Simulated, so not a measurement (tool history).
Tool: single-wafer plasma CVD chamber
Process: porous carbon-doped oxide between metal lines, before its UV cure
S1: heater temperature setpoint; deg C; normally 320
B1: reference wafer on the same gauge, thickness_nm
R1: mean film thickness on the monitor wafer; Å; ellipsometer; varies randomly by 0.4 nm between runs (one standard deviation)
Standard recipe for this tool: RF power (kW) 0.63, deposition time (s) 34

run 1 hour=0 | S1=320 RF_power_(kW)=0.63 deposition_time_(s)=34 | B1=201.881 | R1=1857.56
run 2 hour=31.9 | S1=320 RF_power_(kW)=0.63 deposition_time_(s)=34 | B1=202.241 | R1=1852.77
run 3 hour=47.1 | S1=320 RF_power_(kW)=0.63 deposition_time_(s)=34 | B1=202.062 | R1=1849.77
run 4 hour=79.6 | S1=320 RF_power_(kW)=0.63 deposition_time_(s)=34 | B1=201.865 | R1=1848.75
run 5 hour=108.4 | S1=320 RF_power_(kW)=0.63 deposition_time_(s)=34 | B1=202.058 | R1=1836.17
run 6 hour=140.4 | S1=320 RF_power_(kW)=0.63 deposition_time_(s)=34 | B1=201.949 | R1=1838.55
run 7 hour=163 | S1=309 RF_power_(kW)=0.63 deposition_time_(s)=34 | B1=202.064 | R1=1930.17
-- hour=175.2 RF generator calibrated
run 8 hour=177.1 | S1=309 RF_power_(kW)=0.63 deposition_time_(s)=34 | B1=202.022 | R1=2009.34
-- hour=193.7 gauge calibrated
run 9 hour=201.9 | S1=320 RF_power_(kW)=0.63 deposition_time_(s)=32.1 | B1=202.045 | R1=1805.46
run 10 hour=226.8 | S1=320 RF_power_(kW)=0.63 deposition_time_(s)=34 | B1=201.881 | R1=1903.04
run 11 hour=253.6 | S1=320 RF_power_(kW)=0.63 deposition_time_(s)=34 | B1=202.008 | R1=1899.03
-- hour=263.2 showerhead replaced
-- hour=272.3 thermocouple changed; heater temperature recalibrated
run 12 hour=286.7 | S1=305 RF_power_(kW)=0.515 deposition_time_(s)=30.6 | B1=202.09 | R1=1577.56
run 13 hour=316.1 | S1=328 RF_power_(kW)=0.575 deposition_time_(s)=28.4 | B1=201.842 | R1=1442.16
run 14 hour=347.6 | S1=308 RF_power_(kW)=0.72 deposition_time_(s)=34 | B1=201.731 | R1=2221.15
run 15 hour=382.1 | S1=316 RF_power_(kW)=0.63 deposition_time_(s)=32.1 | B1=201.966 | R1=1825.76
run 16 hour=416.2 | S1=320 RF_power_(kW)=0.63 deposition_time_(s)=34 | B1=202.004 | R1=1899.17
run 17 hour=433.7 | S1=325 RF_power_(kW)=0.72 deposition_time_(s)=36.1 | B1=202.065 | R1=2171.22
run 18 hour=453.5 | S1=309 RF_power_(kW)=0.67 deposition_time_(s)=28.2 | B1=201.959 | R1=1748.4
run 19 hour=486.3 | S1=309 RF_power_(kW)=0.535 deposition_time_(s)=38.1 | B1=202.126 | R1=1971.92
run 20 hour=517.7 | S1=320 RF_power_(kW)=0.63 deposition_time_(s)=34 | B1=201.956 | R1=1897.38

Run-by-run hidden state of the tool:
wafer temperature above the value expected at the setpoint (K): 0 in every run
gauge reads high (%): 0 in every run
H1: delivered RF power above the setpoint (%)
run=1 H1=-4.04
run=2 H1=-4.36
run=3 H1=-4.52
run=4 H1=-4.86
run=5 H1=-5.18
run=6 H1=-5.54
run=7 H1=-5.81
run=8 H1=-0.643
run=9 H1=-0.648
run=10 H1=-0.661
run=11 H1=-0.684
run=12 H1=-0.725
run=13 H1=-0.774
run=14 H1=-0.839
run=15 H1=-0.925
run=16 H1=-1.03
run=17 H1=-1.08
run=18 H1=-1.15
run=19 H1=-1.28
run=20 H1=-1.42
